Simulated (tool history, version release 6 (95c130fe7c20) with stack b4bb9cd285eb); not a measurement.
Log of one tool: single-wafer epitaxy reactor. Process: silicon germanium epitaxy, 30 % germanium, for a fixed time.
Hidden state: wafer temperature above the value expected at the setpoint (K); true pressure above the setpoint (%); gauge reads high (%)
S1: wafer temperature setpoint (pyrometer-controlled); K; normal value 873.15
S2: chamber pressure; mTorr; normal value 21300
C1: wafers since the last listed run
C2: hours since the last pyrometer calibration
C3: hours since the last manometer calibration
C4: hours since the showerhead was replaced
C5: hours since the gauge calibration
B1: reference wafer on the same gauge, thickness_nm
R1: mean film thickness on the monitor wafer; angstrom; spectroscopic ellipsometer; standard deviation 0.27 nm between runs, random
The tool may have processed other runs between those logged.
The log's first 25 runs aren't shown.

Run 26, hour 767.5: usual settings; C1 209; C2 41.3; C3 543.8; C4 266.8; C5 108.7; B1 61.059. Result: R1 588.66 angstrom.
Run 27, hour 785.7: usual settings; C1 212; C2 59.5; C3 562.0; C4 285.0; C5 126.9; B1 61.061. Result: R1 588.22 angstrom.
Run 28, hour 810.8: usual settings but S1 884.15 K, S2 16000 mTorr; C1 292; C2 84.6; C3 587.1; C4 310.1; C5 152.0; B1 61.138. Result: R1 624.62 angstrom.
Run 29, hour 844.7: usual settings but S1 862.15 K, S2 18300 mTorr; C1 395; C2 118.5; C3 621.0; C4 344.0; C5 185.9; B1 61.076. Result: R1 460.47 angstrom.
Run 30, hour 866.8: usual settings but S1 865.15 K, S2 18000 mTorr; C1 257; C2 140.6; C3 643.1; C4 366.1; C5 208.0; B1 61.075. Result: R1 487.17 angstrom.
Run 31, hour 889.8: usual settings; C1 268; C2 163.6; C3 666.1; C4 389.1; C5 231.0; B1 61.108. Result: R1 593.34 angstrom.
Run 32, hour 907.5: usual settings but S1 859.15 K; C1 206; C2 181.3; C3 683.8; C4 406.8; C5 248.7; B1 61.116. Result: R1 469.44 angstrom.
Run 33, hour 927.8: usual settings but S2 24900 mTorr; C1 236; C2 201.6; C3 704.1; C4 427.1; C5 269.0; B1 61.048. Result: R1 626.64 angstrom.
Run 34, hour 948.7: usual settings but S1 884.15 K, S2 26000 mTorr; C1 243; C2 222.5; C3 725.0; C4 448.0; C5 289.9; B1 61.062. Result: R1 762.68 angstrom.

Below are 5 alternative next runs, each starting from the tool's condition after run 34. Predict each:
Run A, hour 949.1: usual settings; C1 4; C2 222.9; C3 725.4; C4 448.4; C5 290.3; B1 ?. Result: R1 ?.
Run B, hour 949.1: usual settings but S1 869.15 K, S2 25600 mTorr; C1 4; C2 222.9; C3 725.4; C4 448.4; C5 290.3; B1 ?. Result: R1 ?.
Run C, hour 949.1: usual settings but S1 862.15 K; C1 4; C2 222.9; C3 725.4; C4 448.4; C5 290.3; B1 ?. Result: R1 ?.
Run D, hour 949.1: usual settings but S2 25800 mTorr; C1 4; C2 222.9; C3 725.4; C4 448.4; C5 290.3; B1 ?. Result: R1 ?.
Run E, hour 949.1: usual settings but S2 18800 mTorr; C1 4; C2 222.9; C3 725.4; C4 448.4; C5 290.3; B1 ?. Result: R1 ?.

run      B1      R1
  A  61.067  591.10
  B  61.067  597.78
  C  61.067  494.32
  D  61.067  639.69
  E  61.067  561.29
The same runs, with their run-to-run variation unchanged, on a tool lacking any hidden condition would have given:
run      R1
  A  591.10
  B  597.78
  C  494.32
  D  639.69
  E  561.29

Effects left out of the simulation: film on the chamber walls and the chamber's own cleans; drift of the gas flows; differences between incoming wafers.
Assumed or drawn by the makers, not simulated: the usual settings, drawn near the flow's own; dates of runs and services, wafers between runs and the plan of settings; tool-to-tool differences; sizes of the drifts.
